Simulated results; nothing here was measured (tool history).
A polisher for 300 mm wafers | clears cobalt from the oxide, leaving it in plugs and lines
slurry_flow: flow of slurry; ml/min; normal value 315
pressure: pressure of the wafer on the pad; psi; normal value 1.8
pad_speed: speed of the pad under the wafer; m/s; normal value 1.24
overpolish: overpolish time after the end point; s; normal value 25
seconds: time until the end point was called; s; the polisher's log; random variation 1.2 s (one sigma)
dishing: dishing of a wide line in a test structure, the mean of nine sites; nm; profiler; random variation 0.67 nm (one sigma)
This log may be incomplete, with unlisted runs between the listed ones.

run,day,slurry_flow,pressure,pad_speed,overpolish,wafers since the last listed run,wafers polished on this pad,hours since the slurry nozzle was cleaned,hours since the head pressure was calibrated,"incoming thickness of the incoming film, nm",seconds,dishing
1,0,315,1.8,1.24,15,0,593,58.2,442.7,279.2,60.1,45.4
2,0.621,315,1.8,1.24,15,121,715,73.1,457.6,282,62.1,45
# day 1.246: worn pad replaced by a new one
3,1.804,315,1.8,1.24,15,199,109,101.5,486,283.3,61.4,44.9
4,4.533,365,1.8,1.24,25,535,645,167,551.5,284.6,62.3,57.9
# day 4.762: worn pad replaced by a new one
5,5.496,365,1.8,1.24,25,156,144,190.1,574.6,282.9,60.1,57.4
6,6.612,365,1.8,1.24,25,219,363,216.9,601.4,279.8,61.6,57.1
# day 8.133: worn pad replaced by a new one
7,8.154,360,1.8,1.24,25,269,4,253.9,638.4,279.7,60.3,56.5
8,8.571,360,1.8,1.24,25,81,85,263.9,648.4,283.5,64.8,57.3
9,9.896,360,1.8,1.24,25,259,345,295.7,680.2,277.7,61.9,55.9
10,11.346,315,1.8,1.24,25,284,630,330.5,715,281,63.3,54.9
# day 12.221: worn pad replaced by a new one
11,12.604,315,2.2,1.24,34,214,75,360.7,745.2,278.1,51.9,65.5
12,13.196,315,2,1.24,21,116,191,374.9,759.4,278.7,57.8,54.3
# day 13.758: head pressure recalibrated
# day 13.792: slurry nozzle cleaned
13,14.275,315,1.8,1.24,25,188,379,11.6,12.4,283.4,61.4,58.8
14,15.338,380,2.1,1.62,20,208,588,37.1,37.9,281.7,38.8,61.9
15,15.954,315,1.8,1.24,25,121,709,51.9,52.7,275.8,59.5,57.7
# day 16.488: worn pad replaced by a new one
16,16.5,285,1.8,1.08,25,74,2,65,65.8,284.2,70.8,53
17,17.638,215,1.5,1.24,25,223,225,92.3,93.1,279.5,77.3,53.5
18,18.692,365,2.3,0.96,13,206,432,117.6,118.4,283.1,60.9,41.7
19,19.35,315,2.2,1.46,25,129,561,133.4,134.2,274.6,41.4,64.2

Across each entry between runs, compare the hidden state at the last listed run before it with the hidden state at the first listed run after it:
Between runs 2 and 3: worn pad replaced by a new one (day 1.246)
  deviation of the head's pressure from its setpoint, %: -1.98 -> -2.4
  the result without the hidden state subtracted from the measured one, seconds: +1.2 -> +1.5 s; dishing: -0.6 -> -0.6 nm
Between runs 4 and 5: worn pad replaced by a new one (day 4.762)
  deviation of the head's pressure from its setpoint, %: -3.49 -> -3.9
  the result without the hidden state subtracted from the measured one, seconds: +2.2 -> +2.3 s; dishing: -0.8 -> -0.9 nm
Between runs 6 and 7: worn pad replaced by a new one (day 8.133)
  deviation of the head's pressure from its setpoint, %: -4.4 -> -5.13
  the result without the hidden state subtracted from the measured one, seconds: +2.7 -> +3.1 s; dishing: -1 -> -1.2 nm
Between runs 10 and 11: worn pad replaced by a new one (day 12.221)
  deviation of the head's pressure from its setpoint, %: -6.78 -> -7.49
  the result without the hidden state subtracted from the measured one, seconds: +4.3 -> +3.8 s; dishing: -1.5 -> -0.9 nm
Between runs 12 and 13: head pressure recalibrated (day 13.758); slurry nozzle cleaned (day 13.792)
  deviation of the head's pressure from its setpoint, %: -7.83 -> 0.451
  the result without the hidden state subtracted from the measured one, seconds: +4.5 -> -0.3 s; dishing: -1.9 -> +0.1 nm
Between runs 15 and 16: worn pad replaced by a new one (day 16.488)
  deviation of the head's pressure from its setpoint, %: 0.409 -> 0.384
  the result without the hidden state subtracted from the measured one, seconds: -0.3 -> -0.2 s; dishing: +0 -> +0.1 nm
